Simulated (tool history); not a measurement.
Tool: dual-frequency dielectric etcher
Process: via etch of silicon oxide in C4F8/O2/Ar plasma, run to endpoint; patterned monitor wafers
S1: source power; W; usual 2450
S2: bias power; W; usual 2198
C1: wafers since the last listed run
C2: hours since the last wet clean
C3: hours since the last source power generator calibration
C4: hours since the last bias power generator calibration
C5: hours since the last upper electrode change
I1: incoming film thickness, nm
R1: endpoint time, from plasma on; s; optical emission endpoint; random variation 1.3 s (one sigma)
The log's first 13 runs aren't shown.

run 14 hour=636 | S1=2450 S2=2198 | C1=105 C2=350.9 C3=2632.1 C4=1697.8 C5=1937.5 | I1=1627.2 | R1=272.8
run 15 hour=707.8 | S1=2450 S2=2198 | C1=253 C2=422.7 C3=2703.9 C4=1769.6 C5=2009.3 | I1=1626.9 | R1=272.3
-- hour=771.8 wet clean of the chamber
run 16 hour=806.5 | S1=1990 S2=2633 | C1=263 C2=34.7 C3=2802.6 C4=1868.3 C5=2108 | I1=1621.1 | R1=278.1
-- hour=828.4 bias power generator calibrated
run 17 hour=861.6 | S1=2670 S2=2445 | C1=180 C2=89.8 C3=2857.7 C4=33.2 C5=2163.1 | I1=1620.4 | R1=250.5
run 18 hour=933 | S1=1960 S2=2337 | C1=251 C2=161.2 C3=2929.1 C4=104.6 C5=2234.5 | I1=1618.9 | R1=295.4
run 19 hour=995.2 | S1=2250 S2=1836 | C1=219 C2=223.4 C3=2991.3 C4=166.8 C5=2296.7 | I1=1641 | R1=309.5
-- hour=1012.7 source power generator calibrated
run 20 hour=1049.4 | S1=2450 S2=2354 | C1=177 C2=277.6 C3=36.7 C4=221 C5=2350.9 | I1=1632.8 | R1=260.1
-- hour=1217.1 wet clean of the chamber
run 21 hour=1235.3 | S1=3040 S2=2198 | C1=570 C2=18.2 C3=222.6 C4=406.9 C5=2536.8 | I1=1625.6 | R1=244.3
run 22 hour=1277.6 | S1=3010 S2=1900 | C1=149 C2=60.5 C3=264.9 C4=449.2 C5=2579.1 | I1=1622.8 | R1=259.3
run 23 hour=1339.7 | S1=2950 S2=2480 | C1=218 C2=122.6 C3=327 C4=511.3 C5=2641.2 | I1=1626.7 | R1=236.3

Forecast run 24:
run 24 hour=1374.8 | S1=1970 S2=1729 | C1=123 C2=157.7 C3=362.1 C4=546.4 C5=2676.3 | I1=1621.4 | R1=?

R1: 326.9 s
Without the tool's hidden state the same run would have given R1 324.8 s.

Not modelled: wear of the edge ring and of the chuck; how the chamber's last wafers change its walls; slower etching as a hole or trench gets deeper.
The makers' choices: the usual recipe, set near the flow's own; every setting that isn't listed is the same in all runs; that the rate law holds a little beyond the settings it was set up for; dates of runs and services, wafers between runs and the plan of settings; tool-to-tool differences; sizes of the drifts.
